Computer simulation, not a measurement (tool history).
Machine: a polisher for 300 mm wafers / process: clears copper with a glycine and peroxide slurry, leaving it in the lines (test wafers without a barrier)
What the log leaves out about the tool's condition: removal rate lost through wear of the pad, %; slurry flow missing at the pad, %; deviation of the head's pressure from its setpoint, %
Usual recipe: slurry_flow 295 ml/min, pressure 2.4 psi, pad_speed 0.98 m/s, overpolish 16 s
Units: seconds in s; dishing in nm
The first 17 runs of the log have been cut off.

| run | hour | slurry_flow | pressure | pad_speed | overpolish | wafers since the last listed run | wafers polished on this pad | hours since the slurry nozzle was cleaned | hours since the head pressure was calibrated | incoming thickness of the incoming film, nm | seconds | dishing |
|---|---|---|---|---|---|---|---|---|---|---|---|---|
| 18 | 843.3 | 320 | 2.4 | 1.16 | 8 | 311 | 317 | 296 | 284.6 | 412 | 74.3 | 26.2 |
| 19 | 933.6 | 245 | 2.4 | 0.98 | 16 | 899 | 1216 | 386.3 | 374.9 | 409.7 | 87.4 | 41.2 |
|  | 939 | slurry nozzle cleaned |
| 20 | 992.4 | 335 | 2.4 | 1.2 | 21 | 575 | 1792 | 53.4 | 433.7 | 412.6 | 75.4 | 56.6 |
| 21 | 1030.5 | 295 | 1.7 | 0.98 | 20 | 379 | 2172 | 91.5 | 471.8 | 410.2 | 101.8 | 43.6 |
| 22 | 1062.7 | 190 | 2.4 | 0.98 | 9 | 320 | 2493 | 123.7 | 504 | 414.3 | 97.1 | 23.4 |
| 23 | 1129.6 | 255 | 1.7 | 0.74 | 26 | 666 | 3160 | 190.6 | 570.9 | 412.8 | 133.3 | 42.5 |
|  | 1170.8 | head pressure recalibrated |
| 24 | 1183.9 | 295 | 2.4 | 0.98 | 16 | 521 | 3681 | 244.9 | 13.1 | 411 | 98.6 | 37.5 |
| 25 | 1209.7 | 295 | 2.4 | 0.98 | 16 | 257 | 3938 | 270.7 | 38.9 | 407.7 | 96.6 | 37.4 |
|  | 1232 | worn pad replaced by a new one |
| 26 | 1263.3 | 370 | 2.4 | 0.98 | 12 | 494 | 312 | 324.3 | 92.5 | 417.9 | 84.1 | 33.7 |
| 27 | 1296.5 | 295 | 1.8 | 1.1 | 16 | 330 | 642 | 357.5 | 125.7 | 410.3 | 88.4 | 41.1 |
| 28 | 1344.2 | 295 | 2.4 | 0.98 | 16 | 475 | 1118 | 405.2 | 173.4 | 403.6 | 84.8 | 42 |
| 29 | 1407.2 | 295 | 2.4 | 0.8 | 16 | 627 | 1746 | 468.2 | 236.4 | 410.2 | 103.2 | 36 |
|  | 1425.4 | slurry nozzle cleaned |
| 30 | 1455.5 | 330 | 2.4 | 0.98 | 16 | 471 | 2217 | 30.1 | 284.7 | 405 | 86 | 40.3 |
| 31 | 1490.1 | 240 | 2.7 | 0.98 | 16 | 344 | 2562 | 64.7 | 319.3 | 411.2 | 88.6 | 40.8 |
| 32 | 1536.1 | 295 | 2.4 | 0.7 | 16 | 458 | 3020 | 110.7 | 365.3 | 409.9 | 115.8 | 32 |
|  | 1573.7 | worn pad replaced by a new one |
| 33 | 1574.1 | 295 | 2 | 0.86 | 20 | 338 | 3 | 148.7 | 403.3 | 408.6 | 102.8 | 43.6 |

Forecast each of these 5 alternatives for the next run:
| A | 1574.6 | 295 | 2.4 | 0.72 | 16 | 4 | 8 | 149.2 | 403.8 | 406 | ? | ? |
| B | 1574.6 | 395 | 2.4 | 0.66 | 21 | 4 | 8 | 149.2 | 403.8 | 406 | ? | ? |
| C | 1574.6 | 245 | 2.4 | 0.98 | 24 | 4 | 8 | 149.2 | 403.8 | 406 | ? | ? |
| D | 1574.6 | 265 | 2.4 | 0.98 | 6 | 4 | 8 | 149.2 | 403.8 | 406 | ? | ? |
| E | 1574.6 | 295 | 2.4 | 1.18 | 16 | 4 | 8 | 149.2 | 403.8 | 406 | ? | ? |

| run | seconds | dishing |
|---|---|---|
| A | 105.4 | 34.9 |
| B | 109.6 | 42.3 |
| C | 84.8 | 55.3 |
| D | 84 | 17.9 |
| E | 71.4 | 46.5 |
With the hidden condition removed and each run's random variation left untouched, the same runs would have given:
| run | seconds | dishing |
|---|---|---|
| A | 104.9 | 35 |
| B | 109 | 42.4 |
| C | 84.4 | 55.5 |
| D | 83.6 | 18 |
| E | 71.1 | 46.6 |
